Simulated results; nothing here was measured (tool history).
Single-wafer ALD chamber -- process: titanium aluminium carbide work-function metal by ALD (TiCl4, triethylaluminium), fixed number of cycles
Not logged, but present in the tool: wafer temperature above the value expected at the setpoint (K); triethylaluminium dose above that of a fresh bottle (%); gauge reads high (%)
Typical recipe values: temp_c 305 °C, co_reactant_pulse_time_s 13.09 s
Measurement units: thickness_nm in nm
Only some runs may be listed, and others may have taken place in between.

run,hour,temp_c,co_reactant_pulse_time_s,wafers since the last listed run,hours since the last thermocouple change,hours since the last triethylaluminium bottle change,hours since the showerhead was replaced,hours since the gauge calibration,"read-back reference wafer on the same gauge, thickness_nm",thickness_nm
1,0.0,301,10.19,0,1447.9,572.1,50.0,70.3,1.870,1.896
# hour 17.8: triethylaluminium bottle replaced
2,18.3,301,10.19,68,1466.2,0.5,68.3,88.6,1.868,1.878
3,18.7,305,13.09,2,1466.6,0.9,68.7,89.0,1.870,1.938
4,27.4,305,13.09,57,1475.3,9.6,77.4,97.7,1.870,1.948
5,36.4,305,11.59,59,1484.3,18.6,86.4,106.7,1.870,1.940
6,49.4,305,13.09,86,1497.3,31.6,99.4,119.7,1.871,1.931
7,60.5,305,13.09,73,1508.4,42.7,110.5,130.8,1.868,1.947
8,69.8,305,13.09,61,1517.7,52.0,119.8,140.1,1.869,1.944
9,81.8,297,13.09,79,1529.7,64.0,131.8,152.1,1.869,1.874
# hour 100.1: thermocouple changed; heater temperature recalibrated
10,100.6,301,10.19,71,0.5,82.8,150.6,170.9,1.871,1.893
11,110.6,305,17.49,66,10.5,92.8,160.6,180.9,1.868,1.956
12,122.5,305,13.09,78,22.4,104.7,172.5,192.8,1.871,1.948
13,135.2,305,13.09,84,35.1,117.4,185.2,205.5,1.869,1.939
14,166.7,310,13.09,208,66.6,148.9,216.7,237.0,1.867,1.987
15,178.9,316,14.51,80,78.8,161.1,228.9,249.2,1.869,2.061
16,190.3,295,17.05,75,90.2,172.5,240.3,260.6,1.870,1.872
17,202.4,305,13.09,80,102.3,184.6,252.4,272.7,1.873,1.942
18,217.4,305,13.09,99,117.3,199.6,267.4,287.7,1.872,1.943
19,226.9,305,13.09,62,126.8,209.1,276.9,297.2,1.870,1.945
20,233.6,305,13.09,44,133.5,215.8,283.6,303.9,1.870,1.935
21,241.8,291,18.06,54,141.7,224.0,291.8,312.1,1.866,1.834
22,248.2,295,13.09,42,148.1,230.4,298.2,318.5,1.870,1.848
23,265.5,293,9.44,114,165.4,247.7,315.5,335.8,1.869,1.814
24,278.7,314,8.60,87,178.6,260.9,328.7,349.0,1.871,1.983
25,292.4,305,13.09,90,192.3,274.6,342.4,362.7,1.872,1.953
26,307.0,305,13.09,96,206.9,289.2,357.0,377.3,1.873,1.953
27,318.5,312,17.16,76,218.4,300.7,368.5,388.8,1.870,2.023
28,334.0,292,15.32,102,233.9,316.2,384.0,404.3,1.868,1.844
29,341.2,292,11.35,47,241.1,323.4,391.2,411.5,1.869,1.820
30,357.9,294,14.88,110,257.8,340.1,407.9,428.2,1.872,1.854
31,373.3,319,15.91,101,273.2,355.5,423.3,443.6,1.870,2.084
32,380.2,305,13.09,45,280.1,362.4,430.2,450.5,1.866,1.933

Branching from run 32: 5 alternative next runs. What would each branch give?
A,380.6,309,13.09,2,280.5,362.8,430.6,450.9,?,?
B,380.6,313,10.91,2,280.5,362.8,430.6,450.9,?,?
C,380.6,305,10.01,2,280.5,362.8,430.6,450.9,?,?
D,380.6,298,17.92,2,280.5,362.8,430.6,450.9,?,?
E,380.6,293,16.47,2,280.5,362.8,430.6,450.9,?,?

run,"read-back reference wafer on the same gauge, thickness_nm",thickness_nm
A,1.869,1.985
B,1.869,2.006
C,1.869,1.925
D,1.869,1.901
E,1.869,1.854
Had the tool no hidden state, the same runs would have come out as:
run,thickness_nm
A,1.985
B,2.006
C,1.925
D,1.901
E,1.854

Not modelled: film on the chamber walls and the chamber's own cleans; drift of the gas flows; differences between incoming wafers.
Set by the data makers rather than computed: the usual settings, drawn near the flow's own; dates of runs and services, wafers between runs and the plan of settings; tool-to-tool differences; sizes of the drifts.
